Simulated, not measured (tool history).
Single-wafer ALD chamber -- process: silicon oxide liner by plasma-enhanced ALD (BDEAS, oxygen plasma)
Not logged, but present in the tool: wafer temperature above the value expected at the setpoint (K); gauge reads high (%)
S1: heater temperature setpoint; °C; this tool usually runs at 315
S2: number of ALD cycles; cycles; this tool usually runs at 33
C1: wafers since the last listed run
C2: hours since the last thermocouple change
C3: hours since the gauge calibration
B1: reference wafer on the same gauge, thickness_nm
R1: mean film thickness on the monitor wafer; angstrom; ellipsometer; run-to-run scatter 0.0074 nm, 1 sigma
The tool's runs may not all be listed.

{"run": 1, "hour": 0.0, "S1": 315, "S2": 33, "C1": 0, "C2": 1377.5, "C3": 448.7, "B1": 3.181, "R1": 29.6}
{"run": 2, "hour": 100.2, "S1": 315, "S2": 33, "C1": 1211, "C2": 1477.7, "C3": 548.9, "B1": 3.179, "R1": 29.6}
{"run": 3, "hour": 125.1, "S1": 322, "S2": 33, "C1": 301, "C2": 1502.6, "C3": 573.8, "B1": 3.18, "R1": 29.11}
{"run": 4, "hour": 148.4, "S1": 322, "S2": 33, "C1": 281, "C2": 1525.9, "C3": 597.1, "B1": 3.18, "R1": 29.27}
{"run": 5, "hour": 171.9, "S1": 321, "S2": 31, "C1": 284, "C2": 1549.4, "C3": 620.6, "B1": 3.18, "R1": 27.46}
{"run": 6, "hour": 204.7, "S1": 321, "S2": 31, "C1": 396, "C2": 1582.2, "C3": 653.4, "B1": 3.178, "R1": 27.55}
{"hour": 209.6, "done": "gauge calibrated"}
{"run": 7, "hour": 236.4, "S1": 315, "S2": 33, "C1": 383, "C2": 1613.9, "C3": 26.8, "B1": 3.179, "R1": 29.48}
{"run": 8, "hour": 265.7, "S1": 315, "S2": 33, "C1": 354, "C2": 1643.2, "C3": 56.1, "B1": 3.18, "R1": 29.45}
{"run": 9, "hour": 286.3, "S1": 315, "S2": 33, "C1": 249, "C2": 1663.8, "C3": 76.7, "B1": 3.179, "R1": 29.45}
{"run": 10, "hour": 309.9, "S1": 315, "S2": 29, "C1": 285, "C2": 1687.4, "C3": 100.3, "B1": 3.182, "R1": 25.98}
{"run": 11, "hour": 325.0, "S1": 315, "S2": 38, "C1": 182, "C2": 1702.5, "C3": 115.4, "B1": 3.181, "R1": 34.21}
{"run": 12, "hour": 337.2, "S1": 310, "S2": 30, "C1": 147, "C2": 1714.7, "C3": 127.6, "B1": 3.179, "R1": 27.13}
{"hour": 351.4, "done": "thermocouple changed; heater temperature recalibrated"}
{"run": 13, "hour": 365.1, "S1": 305, "S2": 31, "C1": 240, "C2": 13.7, "C3": 155.5, "B1": 3.181, "R1": 28.17}
{"run": 14, "hour": 399.1, "S1": 320, "S2": 36, "C1": 411, "C2": 47.7, "C3": 189.5, "B1": 3.181, "R1": 32.02}

Predict the results of run 15:
{"run": 15, "hour": 421.0, "S1": 315, "S2": 28, "C1": 264, "C2": 69.6, "C3": 211.4, "B1": "?", "R1": "?"}

Run 15 produced B1 3.181, R1 25.10 angstrom.
Were there no unlogged condition in the tool, this run, its random variation unchanged, would have produced R1 25.10 angstrom.

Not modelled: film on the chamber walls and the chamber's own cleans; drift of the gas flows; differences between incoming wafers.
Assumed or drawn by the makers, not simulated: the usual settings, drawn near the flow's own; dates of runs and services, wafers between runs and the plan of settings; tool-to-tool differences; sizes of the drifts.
